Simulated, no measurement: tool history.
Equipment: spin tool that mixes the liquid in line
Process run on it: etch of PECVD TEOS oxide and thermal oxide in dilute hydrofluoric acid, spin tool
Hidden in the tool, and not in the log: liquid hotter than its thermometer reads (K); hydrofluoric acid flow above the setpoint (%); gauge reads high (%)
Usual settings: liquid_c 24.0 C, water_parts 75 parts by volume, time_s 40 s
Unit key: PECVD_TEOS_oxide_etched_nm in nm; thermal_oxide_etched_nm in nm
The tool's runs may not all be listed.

run,hour,liquid_c,water_parts,time_s,wafers since the last listed run,hours since the thermometer was replaced,hours since the hydrofluoric acid flow meter was replaced,hours since the gauge calibration,"read-back film thickness of the PECVD TEOS oxide reference wafer, read on the same gauge (nm)","read-back film thickness of the thermal oxide reference wafer, read on the same gauge (nm)",PECVD_TEOS_oxide_etched_nm,thermal_oxide_etched_nm
1,0.0,24.0,75,40,0,12.5,1159.5,786.6,110.00,140.002,8.93,2.562
2,35.3,24.0,75,40,436,47.8,1194.8,821.9,110.00,140.003,8.85,2.600
3,54.7,24.0,75,40,239,67.2,1214.2,841.3,110.03,139.970,8.75,2.588
4,72.4,24.0,110,60,218,84.9,1231.9,859.0,110.01,139.975,8.90,2.577
5,93.8,20.5,75,60,264,106.3,1253.3,880.4,110.01,139.977,11.57,3.410
6,110.9,24.0,100,40,211,123.4,1270.4,897.5,109.99,140.005,6.61,1.903
# hour 124.2: gauge calibrated
7,129.6,24.0,75,40,231,142.1,1289.1,5.4,110.01,140.000,9.06,2.572
8,144.3,24.0,75,50,181,156.8,1303.8,20.1,110.00,139.989,11.42,3.333
9,207.4,24.0,60,60,779,219.9,1366.9,83.2,110.01,140.009,17.14,5.080
10,221.1,21.5,95,20,169,233.6,1380.6,96.9,110.04,139.976,3.17,0.921
11,251.5,24.0,75,40,375,264.0,1411.0,127.3,110.00,139.996,9.28,2.660
12,272.9,20.5,55,40,264,285.4,1432.4,148.7,109.98,139.970,10.97,3.222
# hour 297.5: hydrofluoric acid flow meter replaced
13,308.4,24.0,100,40,426,320.9,10.9,184.2,110.02,139.997,6.08,1.730
14,334.5,24.0,75,40,322,347.0,37.0,210.3,110.01,139.983,8.37,2.444
15,360.5,22.0,110,40,321,373.0,63.0,236.3,109.99,139.978,5.08,1.492
16,391.1,24.0,90,50,378,403.6,93.6,266.9,109.98,139.996,8.71,2.561
17,410.9,27.5,75,40,244,423.4,113.4,286.7,110.00,139.982,9.66,2.818
18,438.3,24.0,95,40,338,450.8,140.8,314.1,110.00,139.997,6.47,1.862
19,455.4,24.0,75,40,211,467.9,157.9,331.2,110.02,139.982,8.61,2.535
20,467.5,24.0,75,55,149,480.0,170.0,343.3,110.00,139.984,11.68,3.405
21,487.1,27.0,90,60,242,499.6,189.6,362.9,109.96,140.003,11.74,3.467
22,523.8,24.0,55,40,453,536.3,226.3,399.6,110.02,140.003,12.13,3.469
23,547.9,24.0,75,40,297,560.4,250.4,423.7,109.99,140.025,8.61,2.513
24,562.2,19.5,75,60,176,574.7,264.7,438.0,110.04,139.986,10.64,3.107
25,585.8,24.0,75,40,291,598.3,288.3,461.6,109.99,139.996,8.65,2.514

Hidden state or all else? Some run-to-run changes of PECVD_TEOS_oxide_etched_nm, split into what the settings, what came in and random variation would give without the hidden state, and what is left for the hidden state (with any gauge scatter that isn't in both results):
Run 9 -> 10: liquid_c 24.0 -> 21.5, water_parts 60 -> 95, time_s 60 -> 20. PECVD_TEOS_oxide_etched_nm -13.97 nm: hidden state -1.64, all else -12.33.
Run 10 -> 11: liquid_c 21.5 -> 24.0, water_parts 95 -> 75, time_s 20 -> 40. PECVD_TEOS_oxide_etched_nm +6.11 nm: hidden state +0.77, all else +5.34.
Run 12 -> 13: liquid_c 20.5 -> 24.0, water_parts 55 -> 100, hydrofluoric acid flow meter replaced. PECVD_TEOS_oxide_etched_nm -4.89 nm: hidden state -1.11, all else -3.78.
